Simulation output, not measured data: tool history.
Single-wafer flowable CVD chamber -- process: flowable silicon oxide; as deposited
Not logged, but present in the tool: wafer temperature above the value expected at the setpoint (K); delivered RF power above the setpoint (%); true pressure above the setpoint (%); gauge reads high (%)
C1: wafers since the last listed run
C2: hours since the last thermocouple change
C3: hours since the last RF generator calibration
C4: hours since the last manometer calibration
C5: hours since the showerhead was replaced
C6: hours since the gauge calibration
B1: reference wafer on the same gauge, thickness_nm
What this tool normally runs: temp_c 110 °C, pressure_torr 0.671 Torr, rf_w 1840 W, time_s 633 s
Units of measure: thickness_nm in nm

run 1 hour=0.0 | temp_c=110 pressure_torr=0.671 rf_w=1595 time_s=633 | C1=0 C2=542.5 C3=1092.3 C4=941.8 C5=7194.4 C6=403.7 | B1=225.096 | thickness_nm=206.098
run 2 hour=65.4 | temp_c=110 pressure_torr=0.671 rf_w=1840 time_s=633 | C1=142 C2=607.9 C3=1157.7 C4=1007.2 C5=7259.8 C6=469.1 | B1=225.070 | thickness_nm=213.266
run 3 hour=126.2 | temp_c=110 pressure_torr=0.671 rf_w=1840 time_s=633 | C1=132 C2=668.7 C3=1218.5 C4=1068.0 C5=7320.6 C6=529.9 | B1=224.892 | thickness_nm=212.655
run 4 hour=218.2 | temp_c=110 pressure_torr=0.671 rf_w=1840 time_s=633 | C1=200 C2=760.7 C3=1310.5 C4=1160.0 C5=7412.6 C6=621.9 | B1=224.855 | thickness_nm=212.554
run 5 hour=308.3 | temp_c=110 pressure_torr=0.671 rf_w=1840 time_s=633 | C1=196 C2=850.8 C3=1400.6 C4=1250.1 C5=7502.7 C6=712.0 | B1=224.950 | thickness_nm=212.519
run 6 hour=372.7 | temp_c=110 pressure_torr=0.671 rf_w=1840 time_s=633 | C1=140 C2=915.2 C3=1465.0 C4=1314.5 C5=7567.1 C6=776.4 | B1=225.049 | thickness_nm=212.655
run 7 hour=416.5 | temp_c=110 pressure_torr=0.671 rf_w=1840 time_s=633 | C1=95 C2=959.0 C3=1508.8 C4=1358.3 C5=7610.9 C6=820.2 | B1=224.712 | thickness_nm=212.298
run 8 hour=490.9 | temp_c=110 pressure_torr=0.671 rf_w=1840 time_s=633 | C1=162 C2=1033.4 C3=1583.2 C4=1432.7 C5=7685.3 C6=894.6 | B1=224.989 | thickness_nm=212.835
run 9 hour=576.4 | temp_c=110 pressure_torr=0.671 rf_w=1840 time_s=633 | C1=186 C2=1118.9 C3=1668.7 C4=1518.2 C5=7770.8 C6=980.1 | B1=224.993 | thickness_nm=212.899
run 10 hour=678.4 | temp_c=110 pressure_torr=0.671 rf_w=1840 time_s=633 | C1=222 C2=1220.9 C3=1770.7 C4=1620.2 C5=7872.8 C6=1082.1 | B1=225.070 | thickness_nm=211.520
run 11 hour=735.6 | temp_c=110 pressure_torr=0.671 rf_w=1840 time_s=633 | C1=124 C2=1278.1 C3=1827.9 C4=1677.4 C5=7930.0 C6=1139.3 | B1=224.992 | thickness_nm=210.553
run 12 hour=842.3 | temp_c=110 pressure_torr=0.544 rf_w=1840 time_s=693 | C1=232 C2=1384.8 C3=1934.6 C4=1784.1 C5=8036.7 C6=1246.0 | B1=224.850 | thickness_nm=188.553
run 13 hour=893.8 | temp_c=110 pressure_torr=0.671 rf_w=1840 time_s=633 | C1=112 C2=1436.3 C3=1986.1 C4=1835.6 C5=8088.2 C6=1297.5 | B1=225.123 | thickness_nm=211.412
run 14 hour=937.9 | temp_c=123 pressure_torr=0.671 rf_w=1725 time_s=633 | C1=96 C2=1480.4 C3=2030.2 C4=1879.7 C5=8132.3 C6=1341.6 | B1=224.875 | thickness_nm=147.947
-- hour=969.5 capacitance manometer re-zeroed and calibrated
run 15 hour=1021.2 | temp_c=105 pressure_torr=0.580 rf_w=1840 time_s=730 | C1=163 C2=1563.7 C3=2113.5 C4=51.7 C5=8215.6 C6=1424.9 | B1=225.005 | thickness_nm=243.145
-- hour=1052.9 showerhead replaced
run 16 hour=1060.5 | temp_c=110 pressure_torr=0.671 rf_w=1995 time_s=633 | C1=68 C2=1603.0 C3=2152.8 C4=91.0 C5=7.6 C6=1464.2 | B1=224.881 | thickness_nm=214.063
-- hour=1123.8 RF generator calibrated
run 17 hour=1166.6 | temp_c=110 pressure_torr=0.671 rf_w=1595 time_s=633 | C1=213 C2=1709.1 C3=42.8 C4=197.1 C5=113.7 C6=1570.3 | B1=224.955 | thickness_nm=204.151
-- hour=1224.3 gauge calibrated
run 18 hour=1252.5 | temp_c=105 pressure_torr=0.580 rf_w=1840 time_s=730 | C1=187 C2=1795.0 C3=128.7 C4=283.0 C5=199.6 C6=28.2 | B1=225.170 | thickness_nm=242.483
-- hour=1331.8 thermocouple changed; heater temperature recalibrated
run 19 hour=1505.9 | temp_c=110 pressure_torr=0.529 rf_w=1840 time_s=568 | C1=534 C2=174.1 C3=382.1 C4=536.4 C5=453.0 C6=281.6 | B1=224.991 | thickness_nm=152.043
run 20 hour=1565.7 | temp_c=110 pressure_torr=0.671 rf_w=1840 time_s=633 | C1=130 C2=233.9 C3=441.9 C4=596.2 C5=512.8 C6=341.4 | B1=225.049 | thickness_nm=215.402
run 21 hour=1652.9 | temp_c=110 pressure_torr=0.513 rf_w=1840 time_s=633 | C1=189 C2=321.1 C3=529.1 C4=683.4 C5=600.0 C6=428.6 | B1=225.101 | thickness_nm=164.590
run 22 hour=1714.0 | temp_c=100 pressure_torr=0.671 rf_w=1610 time_s=633 | C1=133 C2=382.2 C3=590.2 C4=744.5 C5=661.1 C6=489.7 | B1=224.955 | thickness_nm=277.299
run 23 hour=1815.0 | temp_c=114 pressure_torr=0.798 rf_w=1840 time_s=687 | C1=219 C2=483.2 C3=691.2 C4=845.5 C5=762.1 C6=590.7 | B1=225.083 | thickness_nm=247.263

Below are 4 alternative next runs, each starting from the tool's condition after run 23. Predict each:
run A hour=1815.6 | temp_c=110 pressure_torr=0.671 rf_w=1685 time_s=633 | C1=1 C2=483.8 C3=691.8 C4=846.1 C5=762.7 C6=591.3 | B1=? | thickness_nm=?
run B hour=1815.6 | temp_c=110 pressure_torr=0.735 rf_w=1840 time_s=595 | C1=1 C2=483.8 C3=691.8 C4=846.1 C5=762.7 C6=591.3 | B1=? | thickness_nm=?
run C hour=1815.6 | temp_c=115 pressure_torr=0.836 rf_w=1955 time_s=633 | C1=1 C2=483.8 C3=691.8 C4=846.1 C5=762.7 C6=591.3 | B1=? | thickness_nm=?
run D hour=1815.6 | temp_c=110 pressure_torr=0.671 rf_w=1840 time_s=553 | C1=1 C2=483.8 C3=691.8 C4=846.1 C5=762.7 C6=591.3 | B1=? | thickness_nm=?

run=A B1=224.856 thickness_nm=209.475
run=B B1=224.856 thickness_nm=220.244
run=C B1=224.856 thickness_nm=235.266
run=D B1=224.856 thickness_nm=186.669
With no hidden state in the tool, these same runs would have given:
run=A thickness_nm=210.395
run=B thickness_nm=221.211
run=C thickness_nm=236.275
run=D thickness_nm=187.488
